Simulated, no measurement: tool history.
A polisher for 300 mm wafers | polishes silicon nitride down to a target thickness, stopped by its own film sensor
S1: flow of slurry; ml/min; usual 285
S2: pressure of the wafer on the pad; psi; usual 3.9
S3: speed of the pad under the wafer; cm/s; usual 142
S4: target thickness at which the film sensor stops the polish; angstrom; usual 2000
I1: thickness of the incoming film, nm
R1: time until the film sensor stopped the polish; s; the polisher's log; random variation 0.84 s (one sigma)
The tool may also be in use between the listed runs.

run,hour,S1,S2,S3,S4,I1,R1
1,0.0,285,3.9,142,2000,378.3,80.9
2,41.7,285,3.9,142,2000,375.7,80.9
# hour 51.2: head pressure recalibrated
3,240.8,285,3.9,142,2000,381.7,82.8
4,312.4,285,3.9,142,2000,384.2,87.1
5,381.2,285,3.9,142,2000,382.3,86.8
# hour 430.7: worn pad replaced by a new one
6,436.2,285,3.9,142,2000,379.6,79.9
7,524.6,285,3.9,142,2000,381.5,80.9
8,609.8,285,3.9,142,2000,380.8,81.0
9,702.2,285,3.9,142,2000,387.5,85.0
# hour 708.7: slurry nozzle cleaned
10,773.8,285,3.9,142,2000,375.0,79.3
11,822.9,285,2.8,142,2000,376.0,111.7
# hour 876.4: head pressure recalibrated
12,924.9,285,3.9,142,2000,380.2,83.5
13,962.4,285,3.9,142,2000,376.5,82.7
14,1206.0,285,3.9,172,2000,376.0,74.2
# hour 1326.7: worn pad replaced by a new one
15,1461.5,230,4.4,172,1410,376.5,80.5
# hour 1601.5: slurry nozzle cleaned
# hour 1629.2: head pressure recalibrated
16,1667.7,285,3.9,142,2000,377.1,79.5
17,1740.9,285,3.9,142,2000,377.8,81.9
18,1817.4,285,3.9,176,2000,379.6,69.9
19,1854.8,285,3.9,142,2000,379.4,82.7
20,1951.2,285,3.9,142,1720,377.6,95.3
21,2001.5,285,3.9,142,2000,386.6,88.4
22,2068.0,375,3.2,142,1480,375.3,130.2
23,2170.6,285,3.9,116,2000,374.3,97.5
# hour 2183.3: worn pad replaced by a new one
24,2247.8,220,4.8,142,1570,376.6,81.3
# hour 2301.2: head pressure recalibrated
25,2311.5,285,3.9,142,2000,378.4,77.2
26,2356.6,285,4.9,126,2490,379.7,50.2
27,2395.9,285,3.9,142,2000,376.3,79.2
# hour 2451.7: slurry nozzle cleaned
28,2467.6,285,2.9,154,2580,382.0,69.6
29,2526.0,230,3.9,142,2000,376.0,82.0
30,2593.0,250,3.9,142,1610,383.5,100.8
31,2644.5,220,3.9,142,2000,375.0,83.3
32,2698.3,285,5.1,190,2000,383.3,51.3
33,2776.5,185,4.5,176,2160,381.2,59.2
34,2883.6,285,3.9,168,2000,386.3,76.6
# hour 2897.9: worn pad replaced by a new one
35,2978.0,310,4.5,142,2000,379.7,67.6
36,3056.0,285,4.9,142,2290,378.9,52.6
37,3094.5,360,3.9,142,2000,381.5,77.2

The same runs without the tool's hidden state, with the same run-to-run variation:
The hidden state here: removal rate lost through wear of the pad, %; slurry flow missing at the pad, %; deviation of the head's pressure from its setpoint, %.
run,R1
1,77.4
2,77.1
3,77.0
4,80.4
5,79.4
6,78.9
7,79.1
8,78.5
9,81.4
10,75.3
11,105.6
12,78.0
13,76.9
14,67.0
15,79.3
16,76.5
17,78.1
18,66.1
19,77.8
20,88.7
21,81.8
22,119.5
23,88.4
24,80.5
25,75.9
26,49.1
27,77.1
28,67.2
29,78.6
30,96.0
31,78.9
32,48.2
33,55.2
34,70.5
35,66.9
36,51.5
37,75.4
